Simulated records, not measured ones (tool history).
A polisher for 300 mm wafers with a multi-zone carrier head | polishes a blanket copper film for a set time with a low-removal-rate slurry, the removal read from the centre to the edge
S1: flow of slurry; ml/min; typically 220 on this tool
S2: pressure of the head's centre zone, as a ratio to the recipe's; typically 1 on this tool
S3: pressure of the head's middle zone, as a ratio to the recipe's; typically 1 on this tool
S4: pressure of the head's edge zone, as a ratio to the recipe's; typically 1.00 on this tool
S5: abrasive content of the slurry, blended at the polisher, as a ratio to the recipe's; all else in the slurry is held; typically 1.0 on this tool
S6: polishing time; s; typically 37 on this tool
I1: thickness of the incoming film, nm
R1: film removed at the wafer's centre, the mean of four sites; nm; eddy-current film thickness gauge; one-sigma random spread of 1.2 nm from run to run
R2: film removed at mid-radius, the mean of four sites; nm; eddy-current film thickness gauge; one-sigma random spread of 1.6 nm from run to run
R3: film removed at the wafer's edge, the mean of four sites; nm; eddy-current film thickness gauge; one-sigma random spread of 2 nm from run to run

Run 1, day 0.000: usual settings; I1 1032.5. Result: R1 137.0 nm, R2 149.4 nm, R3 144.4 nm.
At day 1.029: slurry nozzle cleaned.
Run 2, day 1.071: usual settings but S5 1.2; I1 1011.4. Result: R1 142.4 nm, R2 155.7 nm, R3 157.5 nm.
At day 2.342: centre zone pressure recalibrated.
At day 2.867: worn pad replaced by a new one.
Run 3, day 4.000: usual settings but S1 265 ml/min; I1 1023.4. Result: R1 148.0 nm, R2 152.8 nm, R3 149.8 nm.
Run 4, day 5.967: usual settings but S1 260 ml/min; I1 1018.6. Result: R1 144.6 nm, R2 155.1 nm, R3 153.1 nm.
Run 5, day 7.817: usual settings but S1 260 ml/min; I1 1016.3. Result: R1 144.4 nm, R2 153.3 nm, R3 155.8 nm.
Run 6, day 9.462: usual settings but S1 260 ml/min; I1 1026.8. Result: R1 142.6 nm, R2 153.9 nm, R3 151.2 nm.
At day 9.788: slurry nozzle cleaned.
Run 7, day 11.258: usual settings but S6 44 s; I1 1023.4. Result: R1 166.0 nm, R2 179.5 nm, R3 176.2 nm.
At day 11.450: worn pad replaced by a new one.
Run 8, day 12.367: usual settings but S6 44 s; I1 1016.2. Result: R1 165.8 nm, R2 178.9 nm, R3 176.4 nm.
Run 9, day 14.112: usual settings but S6 44 s; I1 1037.0. Result: R1 164.2 nm, R2 176.5 nm, R3 176.4 nm.
Run 10, day 16.317: usual settings but S5 0.9, S6 46 s; I1 1025.7. Result: R1 168.8 nm, R2 182.9 nm, R3 179.3 nm.
Run 11, day 17.838: usual settings; I1 1019.1. Result: R1 138.1 nm, R2 146.1 nm, R3 147.8 nm.
At day 18.396: worn pad replaced by a new one.
At day 19.383: slurry nozzle cleaned.
Run 12, day 19.529: usual settings; I1 1013.5. Result: R1 136.9 nm, R2 150.7 nm, R3 147.6 nm.
At day 20.554: centre zone pressure recalibrated.
Run 13, day 20.950: usual settings; I1 1029.1. Result: R1 144.5 nm, R2 148.9 nm, R3 146.5 nm.

Run 14 comes next. What will it give?
Run 14, day 22.767: usual settings but S4 0.95, S5 1.2, S6 43 s; I1 1026.0. Result: R1 ?, R2 ?, R3 ?.

R1: 171.7 nm
R2: 179.0 nm
R3: 173.4 nm
Minus the tool's unlogged condition, the same run would have read R1 176.8 nm, R2 179.0 nm, R3 173.4 nm.

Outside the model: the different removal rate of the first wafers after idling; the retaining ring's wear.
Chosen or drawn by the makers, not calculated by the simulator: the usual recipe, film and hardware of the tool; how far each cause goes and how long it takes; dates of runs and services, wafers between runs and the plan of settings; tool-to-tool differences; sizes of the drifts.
